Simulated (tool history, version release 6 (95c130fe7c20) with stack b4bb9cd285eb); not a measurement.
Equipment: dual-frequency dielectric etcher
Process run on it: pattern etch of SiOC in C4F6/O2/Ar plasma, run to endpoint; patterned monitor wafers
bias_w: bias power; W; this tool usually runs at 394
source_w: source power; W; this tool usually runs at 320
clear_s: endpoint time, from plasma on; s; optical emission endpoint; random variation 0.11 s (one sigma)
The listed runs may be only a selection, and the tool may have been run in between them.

| run | hour | bias_w | source_w | wafers since the last listed run | hours since the last wet clean | hours since the last bias power generator calibration | hours since the last source power generator calibration | hours since the last upper electrode change | incoming incoming film thickness, nm | clear_s |
|---|---|---|---|---|---|---|---|---|---|---|
| 1 | 0.0 | 394 | 320 | 0 | 308.6 | 1550.2 | 3615.6 | 2015.4 | 43.28 | 15.6 |
| 2 | 18.0 | 394 | 320 | 177 | 326.6 | 1568.2 | 3633.6 | 2033.4 | 42.60 | 15.4 |
| 3 | 26.6 | 330 | 320 | 84 | 335.2 | 1576.8 | 3642.2 | 2042.0 | 42.88 | 17.2 |
| 4 | 33.1 | 394 | 320 | 64 | 341.7 | 1583.3 | 3648.7 | 2048.5 | 42.84 | 15.4 |
| 5 | 39.4 | 394 | 320 | 62 | 348.0 | 1589.6 | 3655.0 | 2054.8 | 43.30 | 15.7 |
| 6 | 57.0 | 394 | 320 | 173 | 365.6 | 1607.2 | 3672.6 | 2072.4 | 43.22 | 15.7 |
| 7 | 71.9 | 394 | 320 | 146 | 380.5 | 1622.1 | 3687.5 | 2087.3 | 43.09 | 15.7 |
|  | 85.0 | source power generator calibrated |
|  | 97.5 | wet clean of the chamber |
| 8 | 98.0 | 371 | 320 | 95 | 0.5 | 1648.2 | 13.0 | 2113.4 | 43.01 | 16.8 |
| 9 | 108.3 | 394 | 320 | 101 | 10.8 | 1658.5 | 23.3 | 2123.7 | 43.18 | 16.3 |
| 10 | 116.0 | 429 | 320 | 75 | 18.5 | 1666.2 | 31.0 | 2131.4 | 43.21 | 15.7 |
| 11 | 132.4 | 429 | 320 | 161 | 34.9 | 1682.6 | 47.4 | 2147.8 | 42.82 | 15.4 |
| 12 | 139.1 | 394 | 320 | 66 | 41.6 | 1689.3 | 54.1 | 2154.5 | 43.07 | 16.2 |
| 13 | 153.0 | 454 | 320 | 136 | 55.5 | 1703.2 | 68.0 | 2168.4 | 43.15 | 15.1 |
| 14 | 160.1 | 454 | 320 | 69 | 62.6 | 1710.3 | 75.1 | 2175.5 | 42.95 | 15.0 |
| 15 | 170.3 | 394 | 320 | 100 | 72.8 | 1720.5 | 85.3 | 2185.7 | 43.08 | 16.3 |
| 16 | 186.4 | 394 | 320 | 158 | 88.9 | 1736.6 | 101.4 | 2201.8 | 42.90 | 16.1 |
| 17 | 196.9 | 446 | 320 | 103 | 99.4 | 1747.1 | 111.9 | 2212.3 | 43.05 | 15.2 |
| 18 | 203.1 | 371 | 320 | 61 | 105.6 | 1753.3 | 118.1 | 2218.5 | 42.83 | 16.5 |
|  | 217.0 | bias power generator calibrated |
| 19 | 217.5 | 394 | 320 | 102 | 120.0 | 0.5 | 132.5 | 2232.9 | 42.76 | 15.9 |
| 20 | 227.1 | 430 | 320 | 94 | 129.6 | 10.1 | 142.1 | 2242.5 | 43.23 | 15.5 |
| 21 | 238.2 | 439 | 350 | 109 | 140.7 | 21.2 | 153.2 | 2253.6 | 42.82 | 14.4 |
| 22 | 248.5 | 307 | 370 | 101 | 151.0 | 31.5 | 163.5 | 2263.9 | 42.62 | 16.8 |
| 23 | 264.8 | 474 | 320 | 160 | 167.3 | 47.8 | 179.8 | 2280.2 | 43.07 | 14.4 |
| 24 | 276.7 | 300 | 370 | 117 | 179.2 | 59.7 | 191.7 | 2292.1 | 43.55 | 17.3 |
| 25 | 288.0 | 394 | 250 | 111 | 190.5 | 71.0 | 203.0 | 2303.4 | 43.19 | 18.5 |
| 26 | 296.9 | 467 | 240 | 87 | 199.4 | 79.9 | 211.9 | 2312.3 | 42.78 | 17.5 |
| 27 | 334.7 | 430 | 320 | 372 | 237.2 | 117.7 | 249.7 | 2350.1 | 43.27 | 15.3 |
|  | 366.3 | upper electrode replaced |
| 28 | 382.8 | 324 | 320 | 237 | 285.3 | 165.8 | 297.8 | 16.5 | 42.75 | 17.7 |
| 29 | 399.9 | 325 | 360 | 168 | 302.4 | 182.9 | 314.9 | 33.6 | 43.07 | 16.5 |
| 30 | 409.0 | 475 | 320 | 89 | 311.5 | 192.0 | 324.0 | 42.7 | 42.72 | 14.4 |
| 31 | 449.3 | 456 | 260 | 397 | 351.8 | 232.3 | 364.3 | 83.0 | 43.04 | 16.6 |
| 32 | 455.8 | 300 | 260 | 64 | 358.3 | 238.8 | 370.8 | 89.5 | 42.88 | 20.7 |
| 33 | 472.6 | 481 | 290 | 165 | 375.1 | 255.6 | 387.6 | 106.3 | 43.02 | 14.9 |
| 34 | 486.0 | 394 | 320 | 132 | 388.5 | 269.0 | 401.0 | 119.7 | 42.48 | 15.5 |
| 35 | 497.4 | 477 | 380 | 112 | 399.9 | 280.4 | 412.4 | 131.1 | 43.37 | 12.8 |

Below are 4 alternative next runs, each starting from the tool's condition after run 35. Predict each:
| A | 497.8 | 394 | 350 | 3 | 400.3 | 280.8 | 412.8 | 131.5 | 43.26 | ? |
| B | 497.8 | 467 | 340 | 3 | 400.3 | 280.8 | 412.8 | 131.5 | 43.26 | ? |
| C | 497.8 | 360 | 380 | 3 | 400.3 | 280.8 | 412.8 | 131.5 | 43.26 | ? |
| D | 497.8 | 356 | 290 | 3 | 400.3 | 280.8 | 412.8 | 131.5 | 43.26 | ? |

| run | clear_s |
|---|---|
| A | 15.0 |
| B | 13.9 |
| C | 15.0 |
| D | 17.7 |
Without the tool's unlogged condition, the same runs would have read:
| run | clear_s |
|---|---|
| A | 15.6 |
| B | 14.6 |
| C | 15.7 |
| D | 18.5 |
